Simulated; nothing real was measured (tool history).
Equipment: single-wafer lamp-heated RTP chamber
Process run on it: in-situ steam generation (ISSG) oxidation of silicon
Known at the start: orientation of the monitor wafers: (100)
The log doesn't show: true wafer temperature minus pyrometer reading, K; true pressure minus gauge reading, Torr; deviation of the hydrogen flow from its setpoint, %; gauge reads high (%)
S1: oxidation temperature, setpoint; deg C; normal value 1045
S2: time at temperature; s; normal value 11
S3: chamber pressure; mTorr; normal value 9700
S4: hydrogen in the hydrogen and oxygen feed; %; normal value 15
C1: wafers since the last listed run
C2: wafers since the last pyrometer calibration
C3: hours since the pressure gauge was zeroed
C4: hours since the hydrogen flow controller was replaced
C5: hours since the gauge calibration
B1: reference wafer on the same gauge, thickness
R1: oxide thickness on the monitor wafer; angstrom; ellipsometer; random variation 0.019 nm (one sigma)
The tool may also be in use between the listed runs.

run 1 hour=0 | S1=1045 S2=11 S3=10200 S4=15 | C1=0 C2=808 C3=2491.3 C4=3136.7 C5=542.8 | B1=6.032 | R1=50.84
run 2 hour=36.8 | S1=1045 S2=11 S3=10200 S4=15 | C1=345 C2=1153 C3=2528.1 C4=3173.5 C5=579.6 | B1=6.022 | R1=51.27
run 3 hour=135.1 | S1=1045 S2=11 S3=10200 S4=15 | C1=922 C2=2076 C3=2626.4 C4=3271.8 C5=677.9 | B1=6.032 | R1=51.41
run 4 hour=276.7 | S1=1045 S2=10 S3=10000 S4=15 | C1=1328 C2=3404 C3=2768 C4=3413.4 C5=819.5 | B1=6.034 | R1=49.26
run 5 hour=374.7 | S1=1045 S2=10 S3=10000 S4=15 | C1=919 C2=4324 C3=2866 C4=3511.4 C5=917.5 | B1=6.025 | R1=50.06
-- hour=482.5 pyrometer window cleaned and pyrometer calibrated
run 6 hour=483 | S1=1045 S2=11 S3=9700 S4=15 | C1=941 C2=4 C3=2974.3 C4=3619.7 C5=1025.8 | B1=6.031 | R1=51.83
run 7 hour=555.9 | S1=1045 S2=11 S3=9700 S4=15 | C1=684 C2=688 C3=3047.2 C4=3692.6 C5=1098.7 | B1=6.029 | R1=51.54
run 8 hour=656.8 | S1=1045 S2=11 S3=9700 S4=15 | C1=946 C2=1634 C3=3148.1 C4=3793.5 C5=1199.6 | B1=6.024 | R1=51.78
-- hour=670.8 gauge calibrated
run 9 hour=749.6 | S1=1045 S2=13 S3=9700 S4=15 | C1=870 C2=2505 C3=3240.9 C4=3886.3 C5=78.8 | B1=6.023 | R1=56.36
run 10 hour=822 | S1=1045 S2=13 S3=9700 S4=15 | C1=679 C2=3185 C3=3313.3 C4=3958.7 C5=151.2 | B1=6.036 | R1=56.93
run 11 hour=901.1 | S1=1045 S2=11 S3=9700 S4=15 | C1=742 C2=3927 C3=3392.4 C4=4037.8 C5=230.3 | B1=6.029 | R1=52.66
run 12 hour=952.9 | S1=1045 S2=11 S3=9700 S4=15 | C1=486 C2=4413 C3=3444.2 C4=4089.6 C5=282.1 | B1=6.029 | R1=53.1
run 13 hour=1006.4 | S1=1051 S2=11 S3=9700 S4=15 | C1=501 C2=4915 C3=3497.7 C4=4143.1 C5=335.6 | B1=6.028 | R1=54.67
run 14 hour=1054.3 | S1=1045 S2=11 S3=9700 S4=15 | C1=449 C2=5364 C3=3545.6 C4=4191 C5=383.5 | B1=6.032 | R1=53.42
-- hour=1078.7 pyrometer window cleaned and pyrometer calibrated
run 15 hour=1091.9 | S1=1045 S2=14 S3=8500 S4=11 | C1=277 C2=124 C3=3583.2 C4=4228.6 C5=421.1 | B1=6.029 | R1=55.06
-- hour=1112.2 hydrogen flow controller replaced
run 16 hour=1180.6 | S1=1062 S2=12 S3=9700 S4=15 | C1=757 C2=881 C3=3671.9 C4=68.4 C5=509.8 | B1=6.027 | R1=58.53
-- hour=1288.5 pressure gauge zeroed
run 17 hour=1289 | S1=1045 S2=11 S3=9700 S4=15 | C1=942 C2=1823 C3=0.5 C4=176.8 C5=618.2 | B1=6.021 | R1=52.13
run 18 hour=1350.6 | S1=1056 S2=10 S3=9700 S4=24 | C1=577 C2=2401 C3=62.1 C4=238.4 C5=679.8 | B1=6.033 | R1=58.11
run 19 hour=1438.6 | S1=1027 S2=10 S3=8900 S4=11 | C1=825 C2=3227 C3=150.1 C4=326.4 C5=767.8 | B1=6.027 | R1=43.04
run 20 hour=1499.5 | S1=1045 S2=11 S3=9700 S4=11 | C1=571 C2=3798 C3=211 C4=387.3 C5=828.7 | B1=6.034 | R1=49.11
run 21 hour=1563.4 | S1=1051 S2=11 S3=9700 S4=11 | C1=599 C2=4398 C3=274.9 C4=451.2 C5=892.6 | B1=6.029 | R1=50.59
run 22 hour=1634.7 | S1=1045 S2=11 S3=9700 S4=15 | C1=669 C2=5067 C3=346.2 C4=522.5 C5=963.9 | B1=6.024 | R1=53.32
-- hour=1656.4 pyrometer window cleaned and pyrometer calibrated
run 23 hour=1710 | S1=1056 S2=11 S3=9000 S4=15 | C1=631 C2=502 C3=421.5 C4=597.8 C5=1039.2 | B1=6.031 | R1=54.34

Predict each of these 5 candidate next runs independently; none follows another, all start after run 23:
run A hour=1710.4 | S1=1045 S2=11 S3=9700 S4=15 | C1=3 C2=506 C3=421.9 C4=598.2 C5=1039.6 | B1=? | R1=?
run B hour=1710.4 | S1=1045 S2=9 S3=9700 S4=24 | C1=3 C2=506 C3=421.9 C4=598.2 C5=1039.6 | B1=? | R1=?
run C hour=1710.4 | S1=1045 S2=9 S3=9100 S4=15 | C1=3 C2=506 C3=421.9 C4=598.2 C5=1039.6 | B1=? | R1=?
run D hour=1710.4 | S1=1060 S2=11 S3=9700 S4=15 | C1=3 C2=506 C3=421.9 C4=598.2 C5=1039.6 | B1=? | R1=?
run E hour=1710.4 | S1=1030 S2=11 S3=9700 S4=21 | C1=3 C2=506 C3=421.9 C4=598.2 C5=1039.6 | B1=? | R1=?

run=A B1=6.027 R1=51.24
run=B B1=6.027 R1=51.93
run=C B1=6.027 R1=46.8
run=D B1=6.027 R1=55.04
run=E B1=6.027 R1=51.88
What these runs would have given with no unlogged condition in the tool:
run=A R1=51.2
run=B R1=51.9
run=C R1=46.77
run=D R1=55
run=E R1=51.84

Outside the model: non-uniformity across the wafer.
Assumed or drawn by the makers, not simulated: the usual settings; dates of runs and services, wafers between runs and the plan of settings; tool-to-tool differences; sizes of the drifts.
